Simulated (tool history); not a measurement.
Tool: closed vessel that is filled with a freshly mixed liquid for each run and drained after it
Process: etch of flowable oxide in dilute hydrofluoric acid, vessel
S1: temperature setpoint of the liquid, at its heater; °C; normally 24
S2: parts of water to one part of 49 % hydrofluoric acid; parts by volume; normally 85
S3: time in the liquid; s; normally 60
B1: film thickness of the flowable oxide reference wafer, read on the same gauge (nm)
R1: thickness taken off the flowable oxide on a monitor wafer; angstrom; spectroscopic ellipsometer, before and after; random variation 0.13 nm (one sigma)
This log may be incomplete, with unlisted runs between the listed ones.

run,hour,S1,S2,S3,B1,R1
1,0,24,85,70,140,314.5
2,70.8,27.5,85,60,140,310.6
3,133.6,24,85,60,140.01,269.7
4,195.2,24,85,60,140.01,273
5,248.1,24,85,60,139.98,269.2
6,398,24,115,60,139.98,191.8
# hour 458.2: hydrofluoric acid flow meter replaced
7,462.9,24,115,60,140.01,193.4
# hour 517.4: thermometer replaced
8,518.1,24,115,60,140.01,193.1
9,544.2,21.5,85,60,139.98,244.8
10,608.9,21.5,85,60,139.99,245.4
11,646.3,22.5,85,60,140.02,254.2
12,696.8,22.5,85,60,139.98,254.3
13,742.8,21,50,75,139.99,524.6
14,853.2,24,85,60,139.99,271
15,910.4,25.5,105,30,140.01,113.1
16,956,24,85,60,140,271.1
17,999.8,19,115,60,139.99,157.8
# hour 1012.2: gauge calibrated
18,1052.9,24,85,60,140,271.6

Run 19 is up next; what results do you expect?
19,1106,27,85,70,?,?

{"run 19": {"B1": 140.01, "R1": 356.1}}
Without the tool's hidden state the same run would have given R1 356.1 angstrom.
